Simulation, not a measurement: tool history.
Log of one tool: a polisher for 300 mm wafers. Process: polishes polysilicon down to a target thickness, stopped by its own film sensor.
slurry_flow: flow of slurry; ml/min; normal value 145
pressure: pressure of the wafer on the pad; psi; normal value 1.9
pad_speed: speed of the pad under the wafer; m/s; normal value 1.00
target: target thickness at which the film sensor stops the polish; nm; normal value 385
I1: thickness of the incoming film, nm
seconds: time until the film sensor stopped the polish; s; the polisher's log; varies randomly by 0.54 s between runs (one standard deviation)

{"run": 1, "hour": 0.0, "slurry_flow": 145, "pressure": 1.7, "pad_speed": 1.0, "target": 385, "I1": 727.2, "seconds": 67.1}
{"run": 2, "hour": 66.7, "slurry_flow": 145, "pressure": 1.7, "pad_speed": 1.0, "target": 385, "I1": 736.3, "seconds": 68.9}
{"hour": 82.4, "done": "head pressure recalibrated"}
{"run": 3, "hour": 136.8, "slurry_flow": 145, "pressure": 1.7, "pad_speed": 1.0, "target": 385, "I1": 727.9, "seconds": 64.8}
{"hour": 166.0, "done": "worn pad replaced by a new one"}
{"run": 4, "hour": 182.4, "slurry_flow": 115, "pressure": 1.9, "pad_speed": 1.0, "target": 483, "I1": 737.7, "seconds": 44.5}
{"hour": 196.3, "done": "slurry nozzle cleaned"}
{"run": 5, "hour": 246.5, "slurry_flow": 115, "pressure": 1.9, "pad_speed": 1.0, "target": 483, "I1": 729.2, "seconds": 42.8}
{"run": 6, "hour": 300.7, "slurry_flow": 115, "pressure": 1.9, "pad_speed": 1.0, "target": 483, "I1": 735.4, "seconds": 44.3}
{"run": 7, "hour": 353.7, "slurry_flow": 145, "pressure": 1.9, "pad_speed": 1.0, "target": 385, "I1": 736.0, "seconds": 60.6}
{"run": 8, "hour": 424.6, "slurry_flow": 145, "pressure": 1.9, "pad_speed": 1.0, "target": 385, "I1": 746.8, "seconds": 62.4}
{"run": 9, "hour": 462.1, "slurry_flow": 145, "pressure": 1.9, "pad_speed": 1.0, "target": 385, "I1": 736.4, "seconds": 59.7}
{"run": 10, "hour": 509.2, "slurry_flow": 145, "pressure": 1.9, "pad_speed": 1.0, "target": 385, "I1": 733.0, "seconds": 60.2}
{"hour": 638.1, "done": "worn pad replaced by a new one"}
{"run": 11, "hour": 644.1, "slurry_flow": 145, "pressure": 1.9, "pad_speed": 1.0, "target": 385, "I1": 737.7, "seconds": 61.7}
{"run": 12, "hour": 701.5, "slurry_flow": 145, "pressure": 1.9, "pad_speed": 1.0, "target": 385, "I1": 732.4, "seconds": 59.8}
{"run": 13, "hour": 729.2, "slurry_flow": 145, "pressure": 1.9, "pad_speed": 1.0, "target": 385, "I1": 736.3, "seconds": 62.3}
{"hour": 759.2, "done": "head pressure recalibrated"}
{"run": 14, "hour": 769.8, "slurry_flow": 115, "pressure": 1.9, "pad_speed": 1.0, "target": 354, "I1": 748.0, "seconds": 69.3}
{"run": 15, "hour": 796.9, "slurry_flow": 115, "pressure": 1.9, "pad_speed": 1.0, "target": 354, "I1": 745.7, "seconds": 69.0}
{"run": 16, "hour": 828.6, "slurry_flow": 115, "pressure": 1.9, "pad_speed": 1.0, "target": 354, "I1": 745.3, "seconds": 70.3}
{"hour": 846.4, "done": "slurry nozzle cleaned"}
{"run": 17, "hour": 871.6, "slurry_flow": 145, "pressure": 1.9, "pad_speed": 1.0, "target": 350, "I1": 735.3, "seconds": 66.4}
{"run": 18, "hour": 917.1, "slurry_flow": 145, "pressure": 1.9, "pad_speed": 1.0, "target": 350, "I1": 739.5, "seconds": 67.6}
{"run": 19, "hour": 985.8, "slurry_flow": 145, "pressure": 1.9, "pad_speed": 1.0, "target": 385, "I1": 730.5, "seconds": 59.5}
{"run": 20, "hour": 1037.8, "slurry_flow": 145, "pressure": 1.9, "pad_speed": 1.0, "target": 385, "I1": 734.2, "seconds": 60.1}
{"hour": 1090.1, "done": "worn pad replaced by a new one"}
{"run": 21, "hour": 1194.2, "slurry_flow": 145, "pressure": 1.9, "pad_speed": 1.0, "target": 385, "I1": 752.9, "seconds": 64.1}
{"run": 22, "hour": 1232.2, "slurry_flow": 175, "pressure": 1.9, "pad_speed": 1.0, "target": 454, "I1": 728.5, "seconds": 46.6}
{"run": 23, "hour": 1294.3, "slurry_flow": 195, "pressure": 1.9, "pad_speed": 1.0, "target": 385, "I1": 740.0, "seconds": 61.2}
{"run": 24, "hour": 1341.8, "slurry_flow": 175, "pressure": 2.1, "pad_speed": 1.24, "target": 385, "I1": 727.7, "seconds": 42.7}
{"run": 25, "hour": 1411.2, "slurry_flow": 160, "pressure": 1.9, "pad_speed": 1.0, "target": 309, "I1": 735.2, "seconds": 75.2}
{"hour": 1419.5, "done": "head pressure recalibrated"}
{"run": 26, "hour": 1455.4, "slurry_flow": 145, "pressure": 1.9, "pad_speed": 1.18, "target": 480, "I1": 739.9, "seconds": 37.6}
{"hour": 1464.6, "done": "worn pad replaced by a new one, of another model than before"}
{"run": 27, "hour": 1483.8, "slurry_flow": 145, "pressure": 1.9, "pad_speed": 1.0, "target": 307, "I1": 747.7, "seconds": 74.6}
{"run": 28, "hour": 1513.7, "slurry_flow": 180, "pressure": 2.3, "pad_speed": 1.0, "target": 385, "I1": 741.2, "seconds": 52.4}
{"hour": 1560.2, "done": "slurry nozzle cleaned"}
{"run": 29, "hour": 1580.9, "slurry_flow": 145, "pressure": 1.9, "pad_speed": 0.7, "target": 385, "I1": 724.8, "seconds": 69.7}
{"run": 30, "hour": 1725.0, "slurry_flow": 145, "pressure": 2.2, "pad_speed": 1.0, "target": 385, "I1": 738.3, "seconds": 53.3}
{"run": 31, "hour": 1785.7, "slurry_flow": 190, "pressure": 1.4, "pad_speed": 0.68, "target": 385, "I1": 750.7, "seconds": 93.1}
{"run": 32, "hour": 1834.9, "slurry_flow": 105, "pressure": 2.5, "pad_speed": 1.0, "target": 280, "I1": 755.2, "seconds": 67.6}
{"hour": 1882.4, "done": "worn pad replaced by a new one"}
{"run": 33, "hour": 1891.1, "slurry_flow": 145, "pressure": 1.9, "pad_speed": 1.0, "target": 385, "I1": 741.1, "seconds": 62.9}
{"run": 34, "hour": 1916.5, "slurry_flow": 145, "pressure": 1.9, "pad_speed": 1.0, "target": 385, "I1": 744.7, "seconds": 62.1}
{"run": 35, "hour": 1943.0, "slurry_flow": 145, "pressure": 1.9, "pad_speed": 1.0, "target": 385, "I1": 740.1, "seconds": 62.4}
{"run": 36, "hour": 2004.4, "slurry_flow": 145, "pressure": 2.4, "pad_speed": 1.0, "target": 385, "I1": 733.7, "seconds": 50.7}
{"hour": 2063.7, "done": "head pressure recalibrated"}
{"run": 37, "hour": 2064.2, "slurry_flow": 145, "pressure": 1.9, "pad_speed": 1.0, "target": 385, "I1": 725.8, "seconds": 57.9}

Forecast each of these 3 alternatives for the next run:
{"run": "A", "hour": 2064.6, "slurry_flow": 145, "pressure": 1.9, "pad_speed": 1.0, "target": 385, "I1": 740.4, "seconds": "?"}
{"run": "B", "hour": 2064.6, "slurry_flow": 145, "pressure": 1.9, "pad_speed": 0.76, "target": 385, "I1": 740.4, "seconds": "?"}
{"run": "C", "hour": 2064.6, "slurry_flow": 190, "pressure": 1.9, "pad_speed": 0.88, "target": 328, "I1": 740.4, "seconds": "?"}

run=A seconds=61.0
run=B seconds=69.5
run=C seconds=73.8
What these runs would have given with no unlogged condition in the tool:
run=A seconds=60.7
run=B seconds=69.2
run=C seconds=73.5

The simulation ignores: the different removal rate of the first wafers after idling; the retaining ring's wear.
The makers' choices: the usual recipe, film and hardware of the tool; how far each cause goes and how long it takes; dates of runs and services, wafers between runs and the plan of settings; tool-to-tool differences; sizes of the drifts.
